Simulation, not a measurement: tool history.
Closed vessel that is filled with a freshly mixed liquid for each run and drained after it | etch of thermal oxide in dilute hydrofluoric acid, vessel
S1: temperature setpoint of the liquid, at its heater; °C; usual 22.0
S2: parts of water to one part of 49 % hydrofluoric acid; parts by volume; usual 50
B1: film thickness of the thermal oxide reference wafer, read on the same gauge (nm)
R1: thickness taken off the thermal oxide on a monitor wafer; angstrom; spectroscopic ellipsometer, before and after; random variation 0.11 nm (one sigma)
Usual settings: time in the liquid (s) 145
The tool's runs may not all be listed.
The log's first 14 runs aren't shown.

Run 15, hour 1074.1: usual settings; B1 116.62. Result: R1 128.0 angstrom.
Run 16, hour 1132.6: usual settings but S1 19.0 °C, time in the liquid (s) 200; B1 116.49. Result: R1 155.4 angstrom.
Run 17, hour 1235.0: usual settings but S1 18.0 °C, time in the liquid (s) 200; B1 116.26. Result: R1 146.2 angstrom.
Run 18, hour 1327.0: usual settings but S1 24.5 °C, S2 55 parts by volume, time in the liquid (s) 90; B1 115.97. Result: R1 78.8 angstrom.
Run 19, hour 1434.0: usual settings; B1 115.70. Result: R1 127.0 angstrom.
At hour 1459.6: hydrofluoric acid flow meter replaced.
Run 20, hour 1487.6: usual settings but S2 65 parts by volume, time in the liquid (s) 125; B1 115.50. Result: R1 83.4 angstrom.
Run 21, hour 1540.8: usual settings but S1 18.5 °C, time in the liquid (s) 105; B1 115.34. Result: R1 77.9 angstrom.
At hour 1602.5: thermometer replaced.
Run 22, hour 1615.0: usual settings but S1 24.5 °C, S2 65 parts by volume; B1 115.14. Result: R1 104.7 angstrom.
Run 23, hour 1659.8: usual settings but S1 26.0 °C, S2 55 parts by volume; B1 115.02. Result: R1 135.6 angstrom.
At hour 1739.1: gauge calibrated.
Run 24, hour 1749.7: usual settings but S1 20.5 °C, S2 25 parts by volume; B1 119.57. Result: R1 253.0 angstrom.
Run 25, hour 1911.1: usual settings but S1 18.0 °C; B1 119.48. Result: R1 109.2 angstrom.
Run 26, hour 2064.2: usual settings but S2 60 parts by volume, time in the liquid (s) 220; B1 119.46. Result: R1 165.0 angstrom.
Run 27, hour 2137.7: usual settings; B1 119.40. Result: R1 131.0 angstrom.
Run 28, hour 2227.8: usual settings but time in the liquid (s) 225; B1 119.36. Result: R1 200.2 angstrom.
Run 29, hour 2313.0: usual settings but S1 19.0 °C, S2 25 parts by volume; B1 119.37. Result: R1 237.2 angstrom.
Run 30, hour 2359.6: usual settings; B1 119.27. Result: R1 130.3 angstrom.

Run 31 comes next. What will it give?
Run 31, hour 2441.5: usual settings but S1 24.5 °C; B1 ?. Result: R1 ?.

{"run 31": {"B1": 119.3, "R1": 145.0}}
Without the tool's hidden state the same run would have given R1 145.9 angstrom.
